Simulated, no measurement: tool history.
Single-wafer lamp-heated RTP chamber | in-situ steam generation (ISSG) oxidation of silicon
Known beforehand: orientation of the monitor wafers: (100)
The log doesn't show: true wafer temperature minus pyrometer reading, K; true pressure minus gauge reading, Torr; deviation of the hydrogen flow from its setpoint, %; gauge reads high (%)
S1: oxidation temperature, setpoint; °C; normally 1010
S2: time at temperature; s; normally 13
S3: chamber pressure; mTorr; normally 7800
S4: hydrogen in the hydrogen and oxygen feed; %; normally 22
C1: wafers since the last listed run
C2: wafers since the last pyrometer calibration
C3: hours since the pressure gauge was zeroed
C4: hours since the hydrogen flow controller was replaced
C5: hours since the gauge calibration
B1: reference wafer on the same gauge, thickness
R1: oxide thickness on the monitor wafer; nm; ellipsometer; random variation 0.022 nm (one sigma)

Run 1, hour 0.0: usual settings; C1 0; C2 1688; C3 626.6; C4 3570.5; C5 654.8; B1 3.818. Result: R1 4.263 nm.
Run 2, hour 65.0: usual settings; C1 742; C2 2430; C3 691.6; C4 3635.5; C5 719.8; B1 3.819. Result: R1 4.287 nm.
Run 3, hour 128.5: usual settings; C1 725; C2 3155; C3 755.1; C4 3699.0; C5 783.3; B1 3.820. Result: R1 4.265 nm.
Run 4, hour 204.4: usual settings; C1 866; C2 4022; C3 831.0; C4 3774.9; C5 859.2; B1 3.822. Result: R1 4.307 nm.
At hour 221.1: pyrometer window cleaned and pyrometer calibrated.
Run 5, hour 335.2: usual settings; C1 1402; C2 1303; C3 961.8; C4 3905.7; C5 990.0; B1 3.814. Result: R1 4.315 nm.
At hour 361.8: gauge calibrated.
Run 6, hour 439.3: usual settings; C1 1189; C2 2492; C3 1065.9; C4 4009.8; C5 77.5; B1 3.813. Result: R1 4.267 nm.
Run 7, hour 515.4: usual settings; C1 869; C2 3361; C3 1142.0; C4 4085.9; C5 153.6; B1 3.813. Result: R1 4.295 nm.
At hour 581.9: pyrometer window cleaned and pyrometer calibrated.
Run 8, hour 609.4: usual settings; C1 982; C2 313; C3 1236.0; C4 4179.9; C5 247.6; B1 3.815. Result: R1 4.268 nm.
Run 9, hour 703.0: usual settings; C1 1069; C2 1382; C3 1329.6; C4 4273.5; C5 341.2; B1 3.819. Result: R1 4.262 nm.
Run 10, hour 773.4: usual settings; C1 804; C2 2186; C3 1400.0; C4 4343.9; C5 411.6; B1 3.820. Result: R1 4.221 nm.
Run 11, hour 813.8: usual settings but S1 1017 °C; C1 461; C2 2648; C3 1440.4; C4 4384.3; C5 452.0; B1 3.820. Result: R1 4.370 nm.
Run 12, hour 862.5: usual settings but S1 1017 °C; C1 556; C2 3204; C3 1489.1; C4 4433.0; C5 500.7; B1 3.823. Result: R1 4.415 nm.
At hour 909.1: pyrometer window cleaned and pyrometer calibrated.
Run 13, hour 909.6: usual settings; C1 446; C2 5; C3 1536.2; C4 4480.1; C5 547.8; B1 3.823. Result: R1 4.257 nm.
Run 14, hour 944.7: usual settings; C1 400; C2 406; C3 1571.3; C4 4515.2; C5 582.9; B1 3.811. Result: R1 4.293 nm.
Run 15, hour 1023.0: usual settings but S1 992 °C, S2 8 s, S4 19 %; C1 894; C2 1300; C3 1649.6; C4 4593.5; C5 661.2; B1 3.819. Result: R1 3.153 nm.
Run 16, hour 1115.3: usual settings but S4 15 %; C1 1054; C2 2355; C3 1741.9; C4 4685.8; C5 753.5; B1 3.821. Result: R1 3.892 nm.
Run 17, hour 1198.1: usual settings but S1 1022 °C, S2 11 s, S3 8300 mTorr, S4 15 %; C1 945; C2 3301; C3 1824.7; C4 4768.6; C5 836.3; B1 3.822. Result: R1 3.771 nm.
At hour 1252.8: pressure gauge zeroed.
At hour 1277.0: pyrometer window cleaned and pyrometer calibrated.
Run 18, hour 1278.7: usual settings but S2 18 s; C1 737; C2 19; C3 25.9; C4 4849.2; C5 916.9; B1 3.818. Result: R1 4.948 nm.
At hour 1330.1: gauge calibrated.
Run 19, hour 1355.8: usual settings; C1 880; C2 899; C3 103.0; C4 4926.3; C5 25.7; B1 3.821. Result: R1 4.293 nm.
At hour 1373.0: hydrogen flow controller replaced.
Run 20, hour 1414.0: usual settings but S3 7300 mTorr, S4 30 %; C1 573; C2 1473; C3 161.2; C4 41.0; C5 83.9; B1 3.821. Result: R1 4.648 nm.
Run 21, hour 1460.8: usual settings but S3 9200 mTorr, S4 31 %; C1 534; C2 2007; C3 208.0; C4 87.8; C5 130.7; B1 3.822. Result: R1 4.597 nm.
Run 22, hour 1514.8: usual settings but S2 11 s, S4 29 %; C1 616; C2 2624; C3 262.0; C4 141.8; C5 184.7; B1 3.820. Result: R1 4.302 nm.
Run 23, hour 1575.7: usual settings but S4 15 %; C1 695; C2 3320; C3 322.9; C4 202.7; C5 245.6; B1 3.823. Result: R1 3.890 nm.
At hour 1587.5: pyrometer window cleaned and pyrometer calibrated.
Run 24, hour 1666.4: usual settings; C1 944; C2 901; C3 413.6; C4 293.4; C5 336.3; B1 3.823. Result: R1 4.270 nm.
Run 25, hour 1726.6: usual settings but S1 1026 °C, S2 8 s, S3 6900 mTorr, S4 32 %; C1 687; C2 1589; C3 473.8; C4 353.6; C5 396.5; B1 3.821. Result: R1 4.052 nm.

Hidden state, per run?
true wafer temperature minus pyrometer reading, K: 0, the same for each run
true pressure minus gauge reading, Torr: 0, the same for each run
deviation of the hydrogen flow from its setpoint, %: 0, the same for each run
gauge reads high (%): 0, the same for each run

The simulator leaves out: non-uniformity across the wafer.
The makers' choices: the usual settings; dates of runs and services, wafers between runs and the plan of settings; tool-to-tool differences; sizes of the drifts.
